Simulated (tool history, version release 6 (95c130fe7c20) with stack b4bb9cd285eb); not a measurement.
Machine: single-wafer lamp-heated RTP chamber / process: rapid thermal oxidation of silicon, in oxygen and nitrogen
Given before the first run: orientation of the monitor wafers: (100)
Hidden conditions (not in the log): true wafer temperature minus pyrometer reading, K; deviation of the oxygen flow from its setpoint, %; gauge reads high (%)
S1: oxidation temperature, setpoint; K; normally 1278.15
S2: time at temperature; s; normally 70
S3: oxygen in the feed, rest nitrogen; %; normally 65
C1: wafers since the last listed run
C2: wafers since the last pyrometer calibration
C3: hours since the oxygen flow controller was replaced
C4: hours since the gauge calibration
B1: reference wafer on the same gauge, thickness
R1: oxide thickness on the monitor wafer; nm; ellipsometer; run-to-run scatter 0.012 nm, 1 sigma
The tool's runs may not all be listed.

run	hour	S1	S2	S3	C1	C2	C3	C4	B1	R1
1	0	1278.15	70	65	0	464	3004.1	2119.6	5.831	5.833
2	64.9	1278.15	91	65	681	1145	3069	2184.5	5.829	6.583
3	161	1278.15	91	65	1008	2154	3165.1	2280.6	5.829	6.623
4	250.3	1278.15	70	86	937	3092	3254.4	2369.9	5.83	6.533
5	332.8	1278.15	70	86	866	3958	3336.9	2452.4	5.829	6.544
# hour 376.8: oxygen flow controller replaced
6	403.6	1278.15	70	86	659	4617	26.8	2523.2	5.829	6.605
7	475	1258.15	70	65	749	5366	98.2	2594.6	5.829	5.179
8	539.2	1258.15	70	65	673	6040	162.4	2658.8	5.829	5.174
9	645.5	1278.15	70	65	1115	7156	268.7	2765.1	5.83	5.988
10	752.8	1278.15	70	65	1126	8283	376	2872.4	5.831	6.004
# hour 770.3: pyrometer window cleaned and pyrometer calibrated
11	859.1	1278.15	70	65	1031	931	482.3	2978.7	5.829	5.893
12	950.4	1278.15	70	65	958	1890	573.6	3070	5.831	5.923
13	1021.9	1293.15	58	86	750	2640	645.1	3141.5	5.83	6.718
14	1094.9	1294.15	70	65	766	3407	718.1	3214.5	5.829	6.639
15	1133.6	1278.15	40	65	406	3813	756.8	3253.2	5.829	4.687
16	1219.7	1278.15	105	81	903	4717	842.9	3339.3	5.828	7.733
17	1313	1305.15	70	65	979	5696	936.2	3432.6	5.829	7.217
18	1370.4	1278.15	70	86	602	6299	993.6	3490	5.83	6.581
# hour 1440: pyrometer window cleaned and pyrometer calibrated
19	1440.5	1255.15	70	65	651	5	1063.7	3560.1	5.831	4.97
# hour 1486.2: gauge calibrated
20	1531.4	1258.15	70	52	954	959	1154.6	45.2	5.83	4.742
21	1620.4	1267.15	89	83	934	1893	1243.6	134.2	5.83	6.619
22	1900.5	1286.15	37	65	2940	4834	1523.7	414.3	5.832	4.79
23	2006.7	1278.15	44	82	1114	5948	1629.9	520.5	5.829	5.274
24	2055.5	1254.15	90	65	512	6461	1678.7	569.3	5.829	5.575
25	2093.5	1253.15	82	84	398	6860	1716.7	607.3	5.831	5.823
26	2196.7	1278.15	53	94	1083	7943	1819.9	710.5	5.83	6.01
# hour 2270.2: pyrometer window cleaned and pyrometer calibrated
27	2285.1	1278.15	70	65	843	156	1908.3	798.9	5.828	5.845
28	2341.2	1254.15	70	86	588	745	1964.4	855	5.83	5.416
29	2401.7	1290.15	55	47	635	1380	2024.9	915.5	5.828	5.168
30	2479	1295.15	46	48	811	2191	2102.2	992.8	5.828	4.993
31	2550.1	1278.15	42	50	746	2938	2173.3	1063.9	5.829	4.36
32	2592.6	1296.15	54	43	446	3384	2215.8	1106.4	5.833	5.183
33	2673.3	1278.15	45	65	847	4231	2296.5	1187.1	5.83	4.907
34	2752.2	1278.15	70	65	828	5059	2375.4	1266	5.831	5.92
35	2857.3	1278.15	95	85	1103	6162	2480.5	1371.1	5.83	7.506
36	2912.7	1278.15	70	65	581	6744	2535.9	1426.5	5.83	5.926

5 options for the next run, each taken on its own from the tool as it stands now. Forecast them:
A	2913.1	1278.15	70	87	4	6748	2536.3	1426.9	?	?
B	2913.1	1278.15	98	65	4	6748	2536.3	1426.9	?	?
C	2913.1	1307.15	41	79	4	6748	2536.3	1426.9	?	?
D	2913.1	1291.15	70	65	4	6748	2536.3	1426.9	?	?
E	2913.1	1278.15	59	65	4	6748	2536.3	1426.9	?	?

run	B1	R1
A	5.827	6.598
B	5.827	6.893
C	5.827	6.189
D	5.827	6.515
E	5.827	5.513
Without the tool's unlogged condition, the same runs would have read:
run	R1
A	6.483
B	6.798
C	6.095
D	6.428
E	5.439

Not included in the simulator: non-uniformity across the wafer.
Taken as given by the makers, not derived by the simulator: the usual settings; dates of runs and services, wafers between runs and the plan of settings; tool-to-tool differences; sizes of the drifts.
